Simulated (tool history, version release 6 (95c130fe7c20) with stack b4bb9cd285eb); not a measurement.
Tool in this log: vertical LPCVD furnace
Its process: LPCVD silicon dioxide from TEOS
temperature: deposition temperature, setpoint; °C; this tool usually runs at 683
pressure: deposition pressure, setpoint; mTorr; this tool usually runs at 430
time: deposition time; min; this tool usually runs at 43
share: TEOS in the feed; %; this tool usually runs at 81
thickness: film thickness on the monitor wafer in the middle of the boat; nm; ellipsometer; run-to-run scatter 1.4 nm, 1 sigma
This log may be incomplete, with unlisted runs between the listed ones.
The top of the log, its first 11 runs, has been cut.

run,hour,temperature,pressure,time,share,wafers since the last listed run,hours since the last temperature calibration,hours since the pressure gauge was zeroed,hours since the TEOS flow controller was replaced,hours since the gauge calibration,"read-back reference wafer on the same gauge, thickness",thickness
12,183.7,683,530,43,81,221,109.8,130.7,2039.4,333.4,271.29,333.02
13,195.8,677,430,29,81,204,121.9,142.8,2051.5,345.5,271.47,174.81
# hour 224.5: TEOS flow controller replaced
14,225,691,340,43,81,87,151.1,172,0.5,374.7,271.03,323.99
15,229.5,683,465,29.5,81,76,155.6,176.5,5,379.2,270.6,215.59
16,244.4,694,535,30,68,251,170.5,191.4,19.9,394.1,271.67,279.22
17,252.7,686,495,33,73,140,178.8,199.7,28.2,402.4,270.68,252.64
# hour 259.4: gauge calibrated
18,263.1,692,500,43,92,175,189.2,210.1,38.6,3.7,271.07,428.59
19,281.8,679,520,29,95,315,207.9,228.8,57.3,22.4,270.79,221.59
20,295.7,683,430,43,81,234,221.8,242.7,71.2,36.3,270.9,301.29
21,307,683,350,33.5,81,190,233.1,254,82.5,47.6,270.74,211.35
22,320.9,692,495,26,89,234,247,267.9,96.4,61.5,271.14,255.18
23,330.8,683,350,43,81,167,256.9,277.8,106.3,71.4,271.1,274.76
24,343.3,683,430,43,81,211,269.4,290.3,118.8,83.9,270.68,304.24
25,361.6,687,515,28.5,81,309,287.7,308.6,137.1,102.2,270.88,240.87
26,371.6,683,430,43,81,168,297.7,318.6,147.1,112.2,270.88,305.51
27,387.2,683,430,43,81,263,313.3,334.2,162.7,127.8,271.2,307.26
28,404.1,683,430,43,81,285,330.2,351.1,179.6,144.7,271.01,307.12
29,444.4,683,430,43,81,680,370.5,391.4,219.9,185,270.8,307.67
30,452.1,683,430,49,65,130,378.2,399.1,227.6,192.7,271.05,313.8

Branching from run 30: 5 alternative next runs. What would each branch give?
A,456.7,683,430,43,81,77,382.8,403.7,232.2,197.3,?,?
B,456.7,677,485,51,91,77,382.8,403.7,232.2,197.3,?,?
C,456.7,677,430,43,81,77,382.8,403.7,232.2,197.3,?,?
D,456.7,683,350,52.5,88,77,382.8,403.7,232.2,197.3,?,?
E,456.7,683,500,43,81,77,382.8,403.7,232.2,197.3,?,?

run,"read-back reference wafer on the same gauge, thickness",thickness
A,271.14,307.51
B,271.14,355.17
C,271.14,266.03
D,271.14,353.06
E,271.14,331.59
Without the tool's hidden state the same runs would have given:
run,thickness
A,292.84
B,338.02
C,253.18
D,336.21
E,315.78

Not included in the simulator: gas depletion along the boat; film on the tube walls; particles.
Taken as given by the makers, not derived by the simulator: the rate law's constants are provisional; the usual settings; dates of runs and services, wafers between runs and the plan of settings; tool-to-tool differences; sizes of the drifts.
